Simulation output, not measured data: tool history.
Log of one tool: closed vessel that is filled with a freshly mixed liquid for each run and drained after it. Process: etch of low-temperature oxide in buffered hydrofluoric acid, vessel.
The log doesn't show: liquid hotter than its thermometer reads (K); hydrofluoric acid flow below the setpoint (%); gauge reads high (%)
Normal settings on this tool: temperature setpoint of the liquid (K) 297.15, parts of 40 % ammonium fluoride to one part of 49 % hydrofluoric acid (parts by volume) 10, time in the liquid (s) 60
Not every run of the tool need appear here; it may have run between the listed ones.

run	hour	temperature setpoint of the liquid (K)	parts of 40 % ammonium fluoride to one part of 49 % hydrofluoric acid (parts by volume)	time in the liquid (s)	wafers since the last listed run	hours since the thermometer was replaced	hours since the hydrofluoric acid flow meter was replaced	hours since the gauge calibration	read-back film thickness of the low-temperature oxide reference wafer, read on the same gauge (nm)	thickness taken off the low-temperature oxide on a monitor wafer (nm)
1	0	297.15	10	60	0	1042	1924	517.9	90	153.39
2	25.5	297.15	10	60	3380	1067.5	1949.5	543.4	90.02	151.8
3	60.5	297.15	7.5	60	4639	1102.5	1984.5	578.4	89.99	199.51
4	76.7	297.15	7.5	60	2147	1118.7	2000.7	594.6	90.01	196.01
5	97.2	297.15	10	60	2717	1139.2	2021.2	615.1	90	151.57
6	109.9	297.15	10	60	1683	1151.9	2033.9	627.8	89.99	153.88
7	145.9	297.15	10	60	4771	1187.9	2069.9	663.8	90.01	156.99
8	160.2	297.15	10	60	1895	1202.2	2084.2	678.1	89.99	153.16
# hour 163: hydrofluoric acid flow meter replaced
9	195.8	299.15	9	60	4586	1237.8	32.8	713.7	89.99	213.03
10	223.1	299.15	9	60	3618	1265.1	60.1	741	90.01	211.16
11	259.1	299.15	9	60	4771	1301.1	96.1	777	89.99	212.48
12	291.2	296.15	12.5	60	4254	1333.2	128.2	809.1	90.01	138.66
13	310.1	299.15	13	85	2505	1352.1	147.1	828	90	217.48
14	326.8	297.15	6	85	2213	1368.8	163.8	844.7	89.98	399.59
15	362.8	296.15	12.5	60	4771	1404.8	199.8	880.7	90.01	137.85
16	389.2	294.65	12	60	3499	1431.2	226.2	907.1	90	131.21
17	402.2	297.15	10	50	1723	1444.2	239.2	920.1	89.99	149.56
18	422	295.65	10	60	2624	1464	259	939.9	90.01	165.68
19	451.4	293.65	12.5	85	3897	1493.4	288.4	969.3	89.99	169.37
# hour 469: thermometer replaced
20	469.9	292.65	14	50	2319	0.9	306.9	987.8	90.01	74.86
21	499.9	297.15	11	35	3976	30.9	336.9	1017.8	89.98	83.54
# hour 509.1: gauge calibrated
22	535.4	301.15	12	80	4705	66.4	372.4	26.3	90.01	215.6
23	569.7	296.15	12.5	60	4546	100.7	406.7	60.6	90.01	121.74
24	592.9	297.15	10	60	3075	123.9	429.9	83.8	89.99	155.28
25	618.3	297.15	10	60	3366	149.3	455.3	109.2	90.02	157.16
26	652.3	294.15	9	35	4506	183.3	489.3	143.2	89.98	83.71
27	683.7	293.65	10	60	4162	214.7	520.7	174.6	89.99	130.92
28	704.2	297.15	10	60	2717	235.2	541.2	195.1	90	156.41
29	725.1	300.65	8	90	2770	256.1	562.1	216	90	345.64
30	760.4	300.15	8	50	4679	291.4	597.4	251.3	90.01	186.46
31	786.1	293.65	10	60	3406	317.1	623.1	277	89.99	131.41
32	802.1	299.15	9	60	2120	333.1	639.1	293	89.98	192.61

A few steps of thickness taken off the low-temperature oxide on a monitor wafer (nm) between consecutive runs. Split each: what settings, incoming material and random variation would produce without the hidden state, and what is left over for the hidden state, along with gauge scatter present in only one of the two compared results (measured, and without hidden state):
Run 8 -> 9: temperature setpoint of the liquid (K) 297.15 -> 299.15, parts of 40 % ammonium fluoride to one part of 49 % hydrofluoric acid (parts by volume) 10 -> 9, hydrofluoric acid flow meter replaced. thickness taken off the low-temperature oxide on a monitor wafer (nm) +59.87: hidden state +27.83, all else +32.04.
Run 13 -> 14: temperature setpoint of the liquid (K) 299.15 -> 297.15, parts of 40 % ammonium fluoride to one part of 49 % hydrofluoric acid (parts by volume) 13 -> 6. thickness taken off the low-temperature oxide on a monitor wafer (nm) +182.11: hidden state +20.19, all else +161.92.
Run 14 -> 15: temperature setpoint of the liquid (K) 297.15 -> 296.15, parts of 40 % ammonium fluoride to one part of 49 % hydrofluoric acid (parts by volume) 6 -> 12.5, time in the liquid (s) 85 -> 60. thickness taken off the low-temperature oxide on a monitor wafer (nm) -261.74: hidden state -27.99, all else -233.75.
Run 19 -> 20: temperature setpoint of the liquid (K) 293.65 -> 292.65, parts of 40 % ammonium fluoride to one part of 49 % hydrofluoric acid (parts by volume) 12.5 -> 14, time in the liquid (s) 85 -> 50, thermometer replaced. thickness taken off the low-temperature oxide on a monitor wafer (nm) -94.51: hidden state -20.65, all else -73.86.
Run 28 -> 29: temperature setpoint of the liquid (K) 297.15 -> 300.65, parts of 40 % ammonium fluoride to one part of 49 % hydrofluoric acid (parts by volume) 10 -> 8, time in the liquid (s) 60 -> 90. thickness taken off the low-temperature oxide on a monitor wafer (nm) +189.23: hidden state -4.54, all else +193.77.
